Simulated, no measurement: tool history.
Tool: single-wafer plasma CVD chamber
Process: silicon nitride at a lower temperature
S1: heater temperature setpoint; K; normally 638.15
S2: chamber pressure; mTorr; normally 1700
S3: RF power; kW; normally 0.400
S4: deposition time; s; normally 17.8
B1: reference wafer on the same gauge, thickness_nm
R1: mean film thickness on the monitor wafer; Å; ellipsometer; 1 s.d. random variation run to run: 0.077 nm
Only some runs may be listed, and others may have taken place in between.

run 1 hour=0.0 | S1=638.15 S2=1700 S3=0.400 S4=17.8 | B1=27.786 | R1=262.96
run 2 hour=36.2 | S1=638.15 S2=1700 S3=0.400 S4=17.8 | B1=27.797 | R1=264.36
run 3 hour=62.0 | S1=638.15 S2=1700 S3=0.365 S4=17.8 | B1=27.813 | R1=252.48
-- hour=105.3 RF generator calibrated
run 4 hour=122.0 | S1=638.15 S2=1700 S3=0.400 S4=17.8 | B1=27.801 | R1=266.23
run 5 hour=175.5 | S1=638.15 S2=1700 S3=0.400 S4=17.8 | B1=27.802 | R1=265.69
-- hour=227.1 showerhead replaced
run 6 hour=227.6 | S1=638.15 S2=1700 S3=0.400 S4=17.8 | B1=27.803 | R1=265.24
run 7 hour=273.4 | S1=638.15 S2=1700 S3=0.400 S4=17.8 | B1=27.798 | R1=265.01
run 8 hour=305.0 | S1=650.15 S2=2050 S3=0.400 S4=18.8 | B1=27.802 | R1=296.36
run 9 hour=369.0 | S1=624.15 S2=1830 S3=0.425 S4=15.6 | B1=27.798 | R1=247.22
run 10 hour=408.5 | S1=638.15 S2=1700 S3=0.400 S4=17.8 | B1=27.793 | R1=266.10
-- hour=427.7 capacitance manometer re-zeroed and calibrated
run 11 hour=454.7 | S1=638.15 S2=1700 S3=0.355 S4=17.8 | B1=27.806 | R1=250.73
run 12 hour=486.6 | S1=638.15 S2=1700 S3=0.400 S4=17.8 | B1=27.798 | R1=264.76
run 13 hour=542.8 | S1=638.15 S2=1700 S3=0.400 S4=17.8 | B1=27.792 | R1=264.81
run 14 hour=596.9 | S1=638.15 S2=1700 S3=0.400 S4=17.8 | B1=27.811 | R1=263.86
run 15 hour=631.0 | S1=638.15 S2=1700 S3=0.400 S4=17.8 | B1=27.807 | R1=265.19
run 16 hour=699.5 | S1=624.15 S2=1280 S3=0.340 S4=20.9 | B1=27.803 | R1=262.42
-- hour=736.7 gauge calibrated
run 17 hour=766.8 | S1=629.15 S2=1700 S3=0.375 S4=14.8 | B1=27.785 | R1=214.18
run 18 hour=814.0 | S1=647.15 S2=1980 S3=0.400 S4=14.8 | B1=27.808 | R1=230.24
run 19 hour=860.9 | S1=633.15 S2=1700 S3=0.365 S4=14.5 | B1=27.791 | R1=206.42
run 20 hour=892.5 | S1=638.15 S2=1700 S3=0.400 S4=17.8 | B1=27.797 | R1=264.02
run 21 hour=926.6 | S1=631.15 S2=1700 S3=0.400 S4=17.8 | B1=27.798 | R1=265.44
run 22 hour=1107.4 | S1=629.15 S2=1700 S3=0.375 S4=14.8 | B1=27.797 | R1=213.18
run 23 hour=1144.7 | S1=638.15 S2=1700 S3=0.400 S4=17.8 | B1=27.802 | R1=264.10
run 24 hour=1201.4 | S1=651.15 S2=2000 S3=0.345 S4=17.8 | B1=27.806 | R1=257.46
run 25 hour=1335.0 | S1=638.15 S2=1700 S3=0.380 S4=17.8 | B1=27.795 | R1=256.88
run 26 hour=1387.0 | S1=638.15 S2=1700 S3=0.350 S4=17.8 | B1=27.790 | R1=248.37
run 27 hour=1448.1 | S1=651.15 S2=1700 S3=0.400 S4=14.4 | B1=27.795 | R1=212.67
run 28 hour=1479.5 | S1=652.15 S2=1540 S3=0.365 S4=17.8 | B1=27.790 | R1=241.49

Measured result minus the same run's result without the hidden state. Both carry the same run-to-run variation, though not necessarily the same gauge scatter:
The tool's hidden condition here consists of: wafer temperature above the value expected at the setpoint (K); delivered RF power above the setpoint (%); true pressure above the setpoint (%); gauge reads high (%).
run=1 R1=-2.97
run=2 R1=-3.06
run=3 R1=-3.18
run=4 R1=-0.11
run=5 R1=-0.22
run=6 R1=-0.32
run=7 R1=-0.41
run=8 R1=-0.52
run=9 R1=-0.56
run=10 R1=-0.68
run=11 R1=-0.78
run=12 R1=-0.82
run=13 R1=-0.94
run=14 R1=-1.04
run=15 R1=-1.12
run=16 R1=-1.33
run=17 R1=-1.20
run=18 R1=-1.29
run=19 R1=-1.31
run=20 R1=-1.63
run=21 R1=-1.70
run=22 R1=-1.78
run=23 R1=-2.13
run=24 R1=-2.34
run=25 R1=-2.62
run=26 R1=-2.63
run=27 R1=-2.21
run=28 R1=-2.74

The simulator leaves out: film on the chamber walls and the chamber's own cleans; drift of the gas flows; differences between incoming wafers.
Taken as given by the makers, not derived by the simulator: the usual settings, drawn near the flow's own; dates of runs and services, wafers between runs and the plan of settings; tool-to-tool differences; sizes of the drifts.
